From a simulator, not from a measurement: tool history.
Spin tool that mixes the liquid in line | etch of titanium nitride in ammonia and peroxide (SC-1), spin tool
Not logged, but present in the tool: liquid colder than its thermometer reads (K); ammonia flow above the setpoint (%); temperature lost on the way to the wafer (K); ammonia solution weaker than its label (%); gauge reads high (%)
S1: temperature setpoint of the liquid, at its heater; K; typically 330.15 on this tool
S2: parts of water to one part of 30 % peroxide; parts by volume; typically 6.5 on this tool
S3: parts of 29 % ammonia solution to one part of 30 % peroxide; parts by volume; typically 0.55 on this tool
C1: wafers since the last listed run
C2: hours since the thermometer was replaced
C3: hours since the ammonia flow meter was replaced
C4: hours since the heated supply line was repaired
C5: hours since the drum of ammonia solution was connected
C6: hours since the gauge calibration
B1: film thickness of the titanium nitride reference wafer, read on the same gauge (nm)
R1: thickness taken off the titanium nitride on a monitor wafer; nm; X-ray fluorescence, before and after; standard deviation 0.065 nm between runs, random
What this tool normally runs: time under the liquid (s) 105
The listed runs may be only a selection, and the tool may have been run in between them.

run 1 hour=0.0 | S1=330.15 S2=6.5 S3=0.55 time_under_the_liquid_(s)=105 | C1=0 C2=34.9 C3=1098.4 C4=19.9 C5=1063.6 C6=91.3 | B1=30.00 | R1=12.52
run 2 hour=16.7 | S1=330.15 S2=6.5 S3=0.55 time_under_the_liquid_(s)=105 | C1=122 C2=51.6 C3=1115.1 C4=36.6 C5=1080.3 C6=108.0 | B1=29.99 | R1=12.58
-- hour=22.8 new drum of ammonia solution connected
run 3 hour=31.8 | S1=330.15 S2=6.5 S3=0.55 time_under_the_liquid_(s)=105 | C1=103 C2=66.7 C3=1130.2 C4=51.7 C5=9.0 C6=123.1 | B1=30.01 | R1=12.64
run 4 hour=47.2 | S1=330.15 S2=6.5 S3=0.55 time_under_the_liquid_(s)=85 | C1=112 C2=82.1 C3=1145.6 C4=67.1 C5=24.4 C6=138.5 | B1=30.00 | R1=10.20
run 5 hour=61.7 | S1=334.15 S2=6.5 S3=0.55 time_under_the_liquid_(s)=60 | C1=106 C2=96.6 C3=1160.1 C4=81.6 C5=38.9 C6=153.0 | B1=29.99 | R1=9.34
run 6 hour=72.8 | S1=330.15 S2=9.0 S3=0.55 time_under_the_liquid_(s)=80 | C1=81 C2=107.7 C3=1171.2 C4=92.7 C5=50.0 C6=164.1 | B1=30.01 | R1=8.05
run 7 hour=87.6 | S1=330.15 S2=6.5 S3=0.55 time_under_the_liquid_(s)=75 | C1=108 C2=122.5 C3=1186.0 C4=107.5 C5=64.8 C6=178.9 | B1=30.01 | R1=8.89
run 8 hour=101.0 | S1=330.15 S2=6.5 S3=0.85 time_under_the_liquid_(s)=105 | C1=98 C2=135.9 C3=1199.4 C4=120.9 C5=78.2 C6=192.3 | B1=30.02 | R1=13.18
run 9 hour=115.5 | S1=330.15 S2=8.0 S3=0.55 time_under_the_liquid_(s)=85 | C1=106 C2=150.4 C3=1213.9 C4=135.4 C5=92.7 C6=206.8 | B1=30.01 | R1=9.05
run 10 hour=127.4 | S1=330.15 S2=5.0 S3=0.45 time_under_the_liquid_(s)=105 | C1=87 C2=162.3 C3=1225.8 C4=147.3 C5=104.6 C6=218.7 | B1=29.99 | R1=13.58
run 11 hour=143.3 | S1=330.15 S2=6.5 S3=0.55 time_under_the_liquid_(s)=105 | C1=116 C2=178.2 C3=1241.7 C4=163.2 C5=120.5 C6=234.6 | B1=29.99 | R1=12.42
run 12 hour=155.7 | S1=327.15 S2=6.5 S3=0.55 time_under_the_liquid_(s)=65 | C1=90 C2=190.6 C3=1254.1 C4=175.6 C5=132.9 C6=247.0 | B1=30.02 | R1=6.28
run 13 hour=168.7 | S1=330.15 S2=6.5 S3=0.55 time_under_the_liquid_(s)=105 | C1=95 C2=203.6 C3=1267.1 C4=188.6 C5=145.9 C6=260.0 | B1=29.99 | R1=12.37
-- hour=174.0 gauge calibrated
run 14 hour=176.0 | S1=333.65 S2=8.5 S3=0.85 time_under_the_liquid_(s)=125 | C1=53 C2=210.9 C3=1274.4 C4=195.9 C5=153.2 C6=2.0 | B1=29.99 | R1=17.20
-- hour=181.0 ammonia flow meter replaced
run 15 hour=191.7 | S1=330.15 S2=8.5 S3=0.55 time_under_the_liquid_(s)=105 | C1=107 C2=226.6 C3=10.7 C4=211.6 C5=168.9 C6=17.7 | B1=29.99 | R1=10.78
run 16 hour=208.8 | S1=330.15 S2=5.5 S3=0.65 time_under_the_liquid_(s)=105 | C1=125 C2=243.7 C3=27.8 C4=228.7 C5=186.0 C6=34.8 | B1=30.00 | R1=13.69
run 17 hour=220.3 | S1=330.15 S2=6.5 S3=0.55 time_under_the_liquid_(s)=105 | C1=84 C2=255.2 C3=39.3 C4=240.2 C5=197.5 C6=46.3 | B1=30.00 | R1=12.35
run 18 hour=232.0 | S1=335.65 S2=6.5 S3=0.55 time_under_the_liquid_(s)=105 | C1=85 C2=266.9 C3=51.0 C4=251.9 C5=209.2 C6=58.0 | B1=29.98 | R1=17.37

What will run 19 give?
run 19 hour=242.4 | S1=333.65 S2=8.0 S3=0.55 time_under_the_liquid_(s)=105 | C1=76 C2=277.3 C3=61.4 C4=262.3 C5=219.6 C6=68.4 | B1=? | R1=?

B1: 29.99
R1: 13.88 nm
On a tool with no hidden condition, and with the same random variation, this run would have come out at R1 14.64 nm.

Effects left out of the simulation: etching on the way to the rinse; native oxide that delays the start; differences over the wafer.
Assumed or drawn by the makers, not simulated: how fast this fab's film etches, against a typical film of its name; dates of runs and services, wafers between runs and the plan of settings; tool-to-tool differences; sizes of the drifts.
